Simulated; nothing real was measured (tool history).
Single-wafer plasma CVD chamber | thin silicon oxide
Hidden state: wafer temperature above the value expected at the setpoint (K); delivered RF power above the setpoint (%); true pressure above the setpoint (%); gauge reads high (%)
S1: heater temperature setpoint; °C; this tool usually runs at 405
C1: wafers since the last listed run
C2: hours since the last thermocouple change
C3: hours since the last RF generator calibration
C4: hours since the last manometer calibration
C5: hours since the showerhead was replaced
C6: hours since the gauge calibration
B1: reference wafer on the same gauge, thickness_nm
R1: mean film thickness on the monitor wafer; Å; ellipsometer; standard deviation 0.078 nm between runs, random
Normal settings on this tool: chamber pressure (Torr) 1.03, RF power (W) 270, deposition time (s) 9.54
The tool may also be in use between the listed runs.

{"run": 1, "hour": 0.0, "S1": 394, "chamber pressure (Torr)": 1.03, "RF power (W)": 270, "deposition time (s)": 9.54, "C1": 0, "C2": 1350.2, "C3": 349.2, "C4": 1895.0, "C5": 2876.9, "C6": 533.8, "B1": 23.361, "R1": 209.15}
{"run": 2, "hour": 49.0, "S1": 405, "chamber pressure (Torr)": 1.03, "RF power (W)": 270, "deposition time (s)": 9.54, "C1": 781, "C2": 1399.2, "C3": 398.2, "C4": 1944.0, "C5": 2925.9, "C6": 582.8, "B1": 23.344, "R1": 206.92}
{"run": 3, "hour": 99.2, "S1": 405, "chamber pressure (Torr)": 1.03, "RF power (W)": 270, "deposition time (s)": 9.54, "C1": 800, "C2": 1449.4, "C3": 448.4, "C4": 1994.2, "C5": 2976.1, "C6": 633.0, "B1": 23.323, "R1": 207.02}
{"run": 4, "hour": 164.4, "S1": 405, "chamber pressure (Torr)": 1.03, "RF power (W)": 270, "deposition time (s)": 9.54, "C1": 1039, "C2": 1514.6, "C3": 513.6, "C4": 2059.4, "C5": 3041.3, "C6": 698.2, "B1": 23.259, "R1": 207.14}
{"run": 5, "hour": 191.6, "S1": 405, "chamber pressure (Torr)": 1.03, "RF power (W)": 270, "deposition time (s)": 9.54, "C1": 433, "C2": 1541.8, "C3": 540.8, "C4": 2086.6, "C5": 3068.5, "C6": 725.4, "B1": 23.321, "R1": 207.97}
{"run": 6, "hour": 237.5, "S1": 405, "chamber pressure (Torr)": 1.03, "RF power (W)": 250, "deposition time (s)": 9.54, "C1": 731, "C2": 1587.7, "C3": 586.7, "C4": 2132.5, "C5": 3114.4, "C6": 771.3, "B1": 23.247, "R1": 199.83}
{"run": 7, "hour": 291.1, "S1": 405, "chamber pressure (Torr)": 1.03, "RF power (W)": 270, "deposition time (s)": 10.21, "C1": 854, "C2": 1641.3, "C3": 640.3, "C4": 2186.1, "C5": 3168.0, "C6": 824.9, "B1": 23.221, "R1": 221.33}
{"run": 8, "hour": 318.0, "S1": 405, "chamber pressure (Torr)": 1.03, "RF power (W)": 270, "deposition time (s)": 9.54, "C1": 428, "C2": 1668.2, "C3": 667.2, "C4": 2213.0, "C5": 3194.9, "C6": 851.8, "B1": 23.183, "R1": 207.46}
{"run": 9, "hour": 363.1, "S1": 405, "chamber pressure (Torr)": 1.03, "RF power (W)": 270, "deposition time (s)": 9.54, "C1": 719, "C2": 1713.3, "C3": 712.3, "C4": 2258.1, "C5": 3240.0, "C6": 896.9, "B1": 23.141, "R1": 206.18}
{"run": 10, "hour": 422.5, "S1": 405, "chamber pressure (Torr)": 1.03, "RF power (W)": 255, "deposition time (s)": 9.54, "C1": 947, "C2": 1772.7, "C3": 771.7, "C4": 2317.5, "C5": 3299.4, "C6": 956.3, "B1": 23.142, "R1": 199.61}
{"run": 11, "hour": 473.9, "S1": 405, "chamber pressure (Torr)": 1.03, "RF power (W)": 270, "deposition time (s)": 9.54, "C1": 819, "C2": 1824.1, "C3": 823.1, "C4": 2368.9, "C5": 3350.8, "C6": 1007.7, "B1": 23.134, "R1": 204.97}
{"run": 12, "hour": 516.4, "S1": 405, "chamber pressure (Torr)": 1.03, "RF power (W)": 270, "deposition time (s)": 9.54, "C1": 677, "C2": 1866.6, "C3": 865.6, "C4": 2411.4, "C5": 3393.3, "C6": 1050.2, "B1": 23.063, "R1": 204.53}
{"run": 13, "hour": 554.2, "S1": 405, "chamber pressure (Torr)": 1.03, "RF power (W)": 270, "deposition time (s)": 9.54, "C1": 602, "C2": 1904.4, "C3": 903.4, "C4": 2449.2, "C5": 3431.1, "C6": 1088.0, "B1": 23.067, "R1": 204.85}
{"run": 14, "hour": 585.7, "S1": 405, "chamber pressure (Torr)": 1.03, "RF power (W)": 255, "deposition time (s)": 9.54, "C1": 502, "C2": 1935.9, "C3": 934.9, "C4": 2480.7, "C5": 3462.6, "C6": 1119.5, "B1": 23.029, "R1": 198.94}
{"hour": 600.1, "done": "showerhead replaced"}
{"hour": 660.1, "done": "RF generator calibrated"}
{"run": 15, "hour": 795.7, "S1": 400, "chamber pressure (Torr)": 1.24, "RF power (W)": 230, "deposition time (s)": 10.52, "C1": 3093, "C2": 2145.9, "C3": 135.6, "C4": 2690.7, "C5": 195.6, "C6": 1329.5, "B1": 22.888, "R1": 231.98}
{"hour": 836.0, "done": "thermocouple changed; heater temperature recalibrated"}
{"run": 16, "hour": 841.0, "S1": 405, "chamber pressure (Torr)": 1.03, "RF power (W)": 315, "deposition time (s)": 9.54, "C1": 594, "C2": 5.0, "C3": 180.9, "C4": 2736.0, "C5": 240.9, "C6": 1374.8, "B1": 22.852, "R1": 217.17}
{"run": 17, "hour": 866.7, "S1": 419, "chamber pressure (Torr)": 0.84, "RF power (W)": 230, "deposition time (s)": 8.14, "C1": 409, "C2": 30.7, "C3": 206.6, "C4": 2761.7, "C5": 266.6, "C6": 1400.5, "B1": 22.844, "R1": 134.94}
{"run": 18, "hour": 892.2, "S1": 413, "chamber pressure (Torr)": 1.03, "RF power (W)": 220, "deposition time (s)": 9.54, "C1": 406, "C2": 56.2, "C3": 232.1, "C4": 2787.2, "C5": 292.1, "C6": 1426.0, "B1": 22.789, "R1": 182.72}
{"hour": 901.2, "done": "capacitance manometer re-zeroed and calibrated"}
{"hour": 924.7, "done": "gauge calibrated"}
{"run": 19, "hour": 931.2, "S1": 405, "chamber pressure (Torr)": 1.03, "RF power (W)": 270, "deposition time (s)": 8.89, "C1": 494, "C2": 95.2, "C3": 271.1, "C4": 30.0, "C5": 331.1, "C6": 6.5, "B1": 23.47, "R1": 195.1}
{"run": 20, "hour": 971.3, "S1": 405, "chamber pressure (Torr)": 1.03, "RF power (W)": 310, "deposition time (s)": 9.54, "C1": 639, "C2": 135.3, "C3": 311.2, "C4": 70.1, "C5": 371.2, "C6": 46.6, "B1": 23.416, "R1": 220.85}
{"run": 21, "hour": 1007.1, "S1": 397, "chamber pressure (Torr)": 1.13, "RF power (W)": 290, "deposition time (s)": 9.54, "C1": 570, "C2": 171.1, "C3": 347.0, "C4": 105.9, "C5": 407.0, "C6": 82.4, "B1": 23.431, "R1": 227.93}
{"run": 22, "hour": 1077.1, "S1": 405, "chamber pressure (Torr)": 1.23, "RF power (W)": 270, "deposition time (s)": 8.05, "C1": 1116, "C2": 241.1, "C3": 417.0, "C4": 175.9, "C5": 477.0, "C6": 152.4, "B1": 23.469, "R1": 195.68}
{"run": 23, "hour": 1109.6, "S1": 411, "chamber pressure (Torr)": 1.03, "RF power (W)": 225, "deposition time (s)": 10.94, "C1": 518, "C2": 273.6, "C3": 449.5, "C4": 208.4, "C5": 509.5, "C6": 184.9, "B1": 23.431, "R1": 217.86}
{"run": 24, "hour": 1138.8, "S1": 394, "chamber pressure (Torr)": 0.91, "RF power (W)": 320, "deposition time (s)": 11.14, "C1": 465, "C2": 302.8, "C3": 478.7, "C4": 237.6, "C5": 538.7, "C6": 214.1, "B1": 23.45, "R1": 240.18}
{"run": 25, "hour": 1200.3, "S1": 405, "chamber pressure (Torr)": 1.03, "RF power (W)": 270, "deposition time (s)": 9.54, "C1": 980, "C2": 364.3, "C3": 540.2, "C4": 299.1, "C5": 600.2, "C6": 275.6, "B1": 23.391, "R1": 209.03}
{"run": 26, "hour": 1244.3, "S1": 405, "chamber pressure (Torr)": 1.28, "RF power (W)": 220, "deposition time (s)": 10.19, "C1": 701, "C2": 408.3, "C3": 584.2, "C4": 343.1, "C5": 644.2, "C6": 319.6, "B1": 23.44, "R1": 229.8}
{"run": 27, "hour": 1325.9, "S1": 397, "chamber pressure (Torr)": 1.22, "RF power (W)": 300, "deposition time (s)": 8.5, "C1": 1301, "C2": 489.9, "C3": 665.8, "C4": 424.7, "C5": 725.8, "C6": 401.2, "B1": 23.422, "R1": 218.24}
{"run": 28, "hour": 1365.6, "S1": 413, "chamber pressure (Torr)": 0.93, "RF power (W)": 305, "deposition time (s)": 9.54, "C1": 633, "C2": 529.6, "C3": 705.5, "C4": 464.4, "C5": 765.5, "C6": 440.9, "B1": 23.402, "R1": 202.38}
{"run": 29, "hour": 1419.0, "S1": 405, "chamber pressure (Torr)": 1.03, "RF power (W)": 270, "deposition time (s)": 9.54, "C1": 851, "C2": 583.0, "C3": 758.9, "C4": 517.8, "C5": 818.9, "C6": 494.3, "B1": 23.344, "R1": 208.39}

Results per run with the tool's hidden condition removed, run-to-run variation unchanged:
run=1 R1=209.57
run=2 R1=207.49
run=3 R1=207.76
run=4 R1=208.12
run=5 R1=209.07
run=6 R1=201.08
run=7 R1=222.97
run=8 R1=209.12
run=9 R1=208.06
run=10 R1=201.73
run=11 R1=207.43
run=12 R1=207.24
run=13 R1=207.78
run=14 R1=201.99
run=15 R1=237.20
run=16 R1=222.43
run=17 R1=138.35
run=18 R1=187.52
run=19 R1=194.70
run=20 R1=220.41
run=21 R1=227.49
run=22 R1=195.35
run=23 R1=217.52
run=24 R1=239.84
run=25 R1=208.82
run=26 R1=229.65
run=27 R1=218.27
run=28 R1=202.50
run=29 R1=208.66

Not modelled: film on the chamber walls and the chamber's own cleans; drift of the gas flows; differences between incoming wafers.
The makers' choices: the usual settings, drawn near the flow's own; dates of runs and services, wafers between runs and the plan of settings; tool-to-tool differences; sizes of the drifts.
